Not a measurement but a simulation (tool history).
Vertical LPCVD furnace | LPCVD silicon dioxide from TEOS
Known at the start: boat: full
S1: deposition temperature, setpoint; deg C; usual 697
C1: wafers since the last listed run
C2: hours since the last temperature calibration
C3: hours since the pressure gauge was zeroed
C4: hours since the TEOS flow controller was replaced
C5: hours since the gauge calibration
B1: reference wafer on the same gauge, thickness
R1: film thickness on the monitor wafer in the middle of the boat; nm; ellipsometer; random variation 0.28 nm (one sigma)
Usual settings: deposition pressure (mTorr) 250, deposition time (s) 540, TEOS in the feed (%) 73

run 1 day=0 | S1=697 deposition_pressure_(mTorr)=250 deposition_time_(s)=660 TEOS_in_the_feed_(%)=73 | C1=0 C2=2733.1 C3=1410.8 C4=5317 C5=355.7 | B1=47.11 | R1=75.13
run 2 day=1.029 | S1=697 deposition_pressure_(mTorr)=250 deposition_time_(s)=660 TEOS_in_the_feed_(%)=73 | C1=691 C2=2757.8 C3=1435.5 C4=5341.7 C5=380.4 | B1=47.07 | R1=76
run 3 day=1.892 | S1=697 deposition_pressure_(mTorr)=250 deposition_time_(s)=660 TEOS_in_the_feed_(%)=73 | C1=579 C2=2778.5 C3=1456.2 C4=5362.4 C5=401.1 | B1=47.14 | R1=75.36
run 4 day=2.542 | S1=703 deposition_pressure_(mTorr)=250 deposition_time_(s)=540 TEOS_in_the_feed_(%)=73 | C1=436 C2=2794.1 C3=1471.8 C4=5378 C5=416.7 | B1=47.14 | R1=71.12
run 5 day=3.046 | S1=703 deposition_pressure_(mTorr)=250 deposition_time_(s)=540 TEOS_in_the_feed_(%)=73 | C1=338 C2=2806.2 C3=1483.9 C4=5390.1 C5=428.8 | B1=47.09 | R1=70.57
run 6 day=4.538 | S1=697 deposition_pressure_(mTorr)=250 deposition_time_(s)=540 TEOS_in_the_feed_(%)=73 | C1=1002 C2=2842 C3=1519.7 C4=5425.9 C5=464.6 | B1=47.09 | R1=61.35
run 7 day=5.462 | S1=697 deposition_pressure_(mTorr)=250 deposition_time_(s)=540 TEOS_in_the_feed_(%)=73 | C1=621 C2=2864.2 C3=1541.9 C4=5448.1 C5=486.8 | B1=47.13 | R1=61.9
run 8 day=6.05 | S1=697 deposition_pressure_(mTorr)=250 deposition_time_(s)=420 TEOS_in_the_feed_(%)=73 | C1=394 C2=2878.3 C3=1556 C4=5462.2 C5=500.9 | B1=47.1 | R1=48.01
run 9 day=7.158 | S1=697 deposition_pressure_(mTorr)=250 deposition_time_(s)=420 TEOS_in_the_feed_(%)=73 | C1=744 C2=2904.9 C3=1582.6 C4=5488.8 C5=527.5 | B1=47.15 | R1=48.33
run 10 day=8.512 | S1=697 deposition_pressure_(mTorr)=250 deposition_time_(s)=420 TEOS_in_the_feed_(%)=73 | C1=909 C2=2937.4 C3=1615.1 C4=5521.3 C5=560 | B1=47.13 | R1=48.47
run 11 day=9.179 | S1=697 deposition_pressure_(mTorr)=250 deposition_time_(s)=540 TEOS_in_the_feed_(%)=73 | C1=447 C2=2953.4 C3=1631.1 C4=5537.3 C5=576 | B1=47.11 | R1=62.06
run 12 day=10.588 | S1=697 deposition_pressure_(mTorr)=250 deposition_time_(s)=540 TEOS_in_the_feed_(%)=73 | C1=946 C2=2987.2 C3=1664.9 C4=5571.1 C5=609.8 | B1=47.06 | R1=62.09
run 13 day=11.429 | S1=697 deposition_pressure_(mTorr)=250 deposition_time_(s)=540 TEOS_in_the_feed_(%)=73 | C1=565 C2=3007.4 C3=1685.1 C4=5591.3 C5=630 | B1=47.06 | R1=62.28
run 14 day=12.121 | S1=697 deposition_pressure_(mTorr)=250 deposition_time_(s)=540 TEOS_in_the_feed_(%)=62 | C1=464 C2=3024 C3=1701.7 C4=5607.9 C5=646.6 | B1=47.07 | R1=57.1
run 15 day=16.408 | S1=697 deposition_pressure_(mTorr)=250 deposition_time_(s)=540 TEOS_in_the_feed_(%)=62 | C1=2880 C2=3126.9 C3=1804.6 C4=5710.8 C5=749.5 | B1=47.11 | R1=56.91
run 16 day=16.908 | S1=687 deposition_pressure_(mTorr)=220 deposition_time_(s)=630 TEOS_in_the_feed_(%)=61 | C1=335 C2=3138.9 C3=1816.6 C4=5722.8 C5=761.5 | B1=47.06 | R1=48.85
run 17 day=17.888 | S1=697 deposition_pressure_(mTorr)=210 deposition_time_(s)=360 TEOS_in_the_feed_(%)=73 | C1=657 C2=3162.4 C3=1840.1 C4=5746.3 C5=785 | B1=47.21 | R1=37.78
-- day=19.033 thermocouples replaced and temperature profile calibrated
run 18 day=19.054 | S1=697 deposition_pressure_(mTorr)=280 deposition_time_(s)=540 TEOS_in_the_feed_(%)=73 | C1=111 C2=0.5 C3=1868.1 C4=5774.3 C5=813 | B1=47.13 | R1=60.04
-- day=20.525 pressure gauge zeroed
run 19 day=20.546 | S1=697 deposition_pressure_(mTorr)=250 deposition_time_(s)=330 TEOS_in_the_feed_(%)=73 | C1=330 C2=36.3 C3=0.5 C4=5810.1 C5=848.8 | B1=47.01 | R1=35.18
-- day=20.571 gauge calibrated
run 20 day=20.95 | S1=688 deposition_pressure_(mTorr)=250 deposition_time_(s)=540 TEOS_in_the_feed_(%)=73 | C1=271 C2=46 C3=10.2 C4=5819.8 C5=9.1 | B1=47.12 | R1=46.02
run 21 day=22.029 | S1=706 deposition_pressure_(mTorr)=210 deposition_time_(s)=540 TEOS_in_the_feed_(%)=61 | C1=724 C2=71.9 C3=36.1 C4=5845.7 C5=35 | B1=47.13 | R1=58.78
-- day=23.558 TEOS flow controller replaced
run 22 day=23.579 | S1=697 deposition_pressure_(mTorr)=250 deposition_time_(s)=630 TEOS_in_the_feed_(%)=73 | C1=369 C2=109.1 C3=73.3 C4=0.5 C5=72.2 | B1=47.03 | R1=66.66
run 23 day=23.962 | S1=697 deposition_pressure_(mTorr)=250 deposition_time_(s)=540 TEOS_in_the_feed_(%)=73 | C1=257 C2=118.3 C3=82.5 C4=9.7 C5=81.4 | B1=47.07 | R1=57.5
run 24 day=25.075 | S1=697 deposition_pressure_(mTorr)=250 deposition_time_(s)=540 TEOS_in_the_feed_(%)=62 | C1=747 C2=145 C3=109.2 C4=36.4 C5=108.1 | B1=47.14 | R1=52.78
run 25 day=26.088 | S1=697 deposition_pressure_(mTorr)=250 deposition_time_(s)=330 TEOS_in_the_feed_(%)=67 | C1=680 C2=169.3 C3=133.5 C4=60.7 C5=132.4 | B1=47.1 | R1=33.71
run 26 day=27.346 | S1=697 deposition_pressure_(mTorr)=270 deposition_time_(s)=540 TEOS_in_the_feed_(%)=66 | C1=845 C2=199.5 C3=163.7 C4=90.9 C5=162.6 | B1=47.13 | R1=57.05
run 27 day=28.096 | S1=697 deposition_pressure_(mTorr)=250 deposition_time_(s)=540 TEOS_in_the_feed_(%)=73 | C1=503 C2=217.5 C3=181.7 C4=108.9 C5=180.6 | B1=47.13 | R1=57.68
run 28 day=29.008 | S1=697 deposition_pressure_(mTorr)=310 deposition_time_(s)=420 TEOS_in_the_feed_(%)=73 | C1=612 C2=239.4 C3=203.6 C4=130.8 C5=202.5 | B1=47.02 | R1=50.18
run 29 day=29.771 | S1=697 deposition_pressure_(mTorr)=195 deposition_time_(s)=390 TEOS_in_the_feed_(%)=83 | C1=512 C2=257.7 C3=221.9 C4=149.1 C5=220.8 | B1=47.05 | R1=39.57
run 30 day=30.667 | S1=702 deposition_pressure_(mTorr)=220 deposition_time_(s)=330 TEOS_in_the_feed_(%)=83 | C1=601 C2=279.2 C3=243.4 C4=170.6 C5=242.3 | B1=47.04 | R1=39.73
run 31 day=32.042 | S1=697 deposition_pressure_(mTorr)=250 deposition_time_(s)=540 TEOS_in_the_feed_(%)=73 | C1=923 C2=312.2 C3=276.4 C4=203.6 C5=275.3 | B1=47.11 | R1=58.11

The same runs without the tool's hidden state, with the same run-to-run variation:
The hidden state here: true tube temperature minus thermocouple reading, K; true pressure minus gauge reading, mTorr; deviation of the TEOS flow from its setpoint, %; gauge reads high (%).
run=1 R1=68.63
run=2 R1=69.42
run=3 R1=68.82
run=4 R1=65.02
run=5 R1=64.52
run=6 R1=56.01
run=7 R1=56.51
run=8 R1=43.82
run=9 R1=44.11
run=10 R1=44.23
run=11 R1=56.63
run=12 R1=56.65
run=13 R1=56.82
run=14 R1=52.09
run=15 R1=51.89
run=16 R1=44.45
run=17 R1=34.44
run=18 R1=59.88
run=19 R1=34.98
run=20 R1=45.71
run=21 R1=58.28
run=22 R1=65.87
run=23 R1=56.78
run=24 R1=52.01
run=25 R1=33.16
run=26 R1=55.98
run=27 R1=56.53
run=28 R1=49.1
run=29 R1=38.67
run=30 R1=38.78
run=31 R1=56.58
